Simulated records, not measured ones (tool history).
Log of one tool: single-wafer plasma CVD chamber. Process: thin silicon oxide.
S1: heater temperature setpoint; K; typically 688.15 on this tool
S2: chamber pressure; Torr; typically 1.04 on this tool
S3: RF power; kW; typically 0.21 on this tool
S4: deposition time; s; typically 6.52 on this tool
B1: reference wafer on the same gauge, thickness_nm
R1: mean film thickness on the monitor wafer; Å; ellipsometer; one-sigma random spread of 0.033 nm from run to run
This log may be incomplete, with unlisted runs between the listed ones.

run 1 hour=0 | S1=693.15 S2=1.04 S3=0.19 S4=6.52 | B1=11.101 | R1=116.27
run 2 hour=27.1 | S1=693.15 S2=1.04 S3=0.19 S4=6.52 | B1=11.1 | R1=116.18
run 3 hour=112 | S1=688.15 S2=1.04 S3=0.22 S4=6.52 | B1=11.101 | R1=123.46
run 4 hour=128.1 | S1=688.15 S2=1.04 S3=0.22 S4=6.52 | B1=11.107 | R1=122.87
-- hour=152.8 RF generator calibrated
run 5 hour=153.3 | S1=688.15 S2=1.04 S3=0.22 S4=6.52 | B1=11.106 | R1=122.65
run 6 hour=158 | S1=688.15 S2=1.04 S3=0.21 S4=6.52 | B1=11.099 | R1=121.15
run 7 hour=182.6 | S1=688.15 S2=1.04 S3=0.21 S4=6.52 | B1=11.097 | R1=120.82
-- hour=185.1 gauge calibrated
run 8 hour=200 | S1=688.15 S2=1.04 S3=0.21 S4=6.52 | B1=11.09 | R1=120.88
run 9 hour=218.8 | S1=688.15 S2=1.04 S3=0.21 S4=6.52 | B1=11.095 | R1=120.61
-- hour=248.6 capacitance manometer re-zeroed and calibrated
run 10 hour=249.1 | S1=688.15 S2=1.26 S3=0.21 S4=6.52 | B1=11.1 | R1=149.65
-- hour=259.4 thermocouple changed; heater temperature recalibrated
run 11 hour=263.6 | S1=688.15 S2=1.04 S3=0.225 S4=6.52 | B1=11.108 | R1=131.91
run 12 hour=286.3 | S1=681.15 S2=1.23 S3=0.21 S4=6.52 | B1=11.103 | R1=148.49
-- hour=304.5 showerhead replaced, of another model than before
run 13 hour=314.7 | S1=695.15 S2=1.17 S3=0.195 S4=7.56 | B1=11.1 | R1=157.89
run 14 hour=365.1 | S1=688.15 S2=1.04 S3=0.21 S4=6.52 | B1=11.099 | R1=128.04
run 15 hour=385.6 | S1=683.15 S2=1.11 S3=0.21 S4=6.52 | B1=11.098 | R1=134.91
run 16 hour=406.7 | S1=688.15 S2=1.26 S3=0.21 S4=6.52 | B1=11.102 | R1=144.1
-- hour=424.1 gauge calibrated
run 17 hour=426.6 | S1=688.15 S2=1.04 S3=0.21 S4=7.8 | B1=11.098 | R1=153.26
run 18 hour=457.8 | S1=688.15 S2=0.83 S3=0.21 S4=5.38 | B1=11.099 | R1=88.52

Consider 5 possible next runs. They are alternatives, not a sequence: every one starts from the tool as it was left by run 18. What does each give?
run A hour=458.2 | S1=688.15 S2=1.04 S3=0.21 S4=6.52 | B1=? | R1=?
run B hour=458.2 | S1=681.15 S2=1.13 S3=0.21 S4=6.52 | B1=? | R1=?
run C hour=458.2 | S1=695.15 S2=0.88 S3=0.18 S4=7.41 | B1=? | R1=?
run D hour=458.2 | S1=688.15 S2=1.04 S3=0.18 S4=6.52 | B1=? | R1=?
run E hour=458.2 | S1=694.15 S2=1.14 S3=0.21 S4=6.52 | B1=? | R1=?

run=A B1=11.097 R1=128.09
run=B B1=11.097 R1=135.8
run=C B1=11.097 R1=123.55
run=D B1=11.097 R1=124.3
run=E B1=11.097 R1=135.43
With the hidden condition removed and each run's random variation left untouched, the same runs would have given:
run=A R1=129.81
run=B R1=137.63
run=C R1=125.66
run=D R1=125.97
run=E R1=137.25
